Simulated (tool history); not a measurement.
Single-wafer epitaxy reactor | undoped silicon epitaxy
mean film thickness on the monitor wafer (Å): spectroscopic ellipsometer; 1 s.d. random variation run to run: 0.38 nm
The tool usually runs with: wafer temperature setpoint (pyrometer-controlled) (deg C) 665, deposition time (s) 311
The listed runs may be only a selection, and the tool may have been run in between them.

run    day  wafer temperature setpoint (pyrometer-controlled) (deg C)  deposition time (s)  read-back reference wafer on the same gauge, thickness_nm  mean film thickness on the monitor wafer (Å)
  1      0                                                        665                  311                                                     80.773                                        821.71
  2  0.317                                                        655                  311                                                     80.876                                        645.71
  3  0.725                                                        655                  311                                                     80.971                                        650.09
  4   1.25                                                        665                  311                                                     80.982                                        813.85
  5  1.746                                                        665                  311                                                     80.878                                        817.78
  6    2.5                                                        665                  311                                                     80.895                                        822.48
  7  3.075                                                        665                  311                                                     80.806                                        833.51
     3.658  -- gauge calibrated
  8  3.708                                                        665                  311                                                     80.811                                        831.36
  9  4.258                                                        665                  311                                                      80.92                                        823.12
 10  4.533                                                        665                  311                                                     80.798                                        823.42
 11  5.158                                                        665                  311                                                     80.915                                        833.16
 12  5.883                                                        665                  311                                                     80.915                                         818.7
 13  6.242                                                        665                  370                                                     80.904                                        985.35
      6.85  -- pyrometer calibrated
 14  6.871                                                        661                  275                                                     80.853                                        567.78
 15  7.408                                                        677                  270                                                     80.902                                        816.86
 16   7.85                                                        678                  311                                                     80.816                                        967.28
 17  8.104                                                        659                  359                                                      80.96                                        711.03
 18   8.75                                                        674                  363                                                      80.87                                       1036.24
 19  9.083                                                        680                  311                                                     80.844                                       1033.74

What will run 20 give?
 20  9.696                                                        652                  350                                                          ?                                             ?

Run 20 yielded read-back reference wafer on the same gauge, thickness_nm 80.896, mean film thickness on the monitor wafer (Å) 596.04.
Minus the tool's unlogged condition, the same run would have read mean film thickness on the monitor wafer (Å) 584.94.
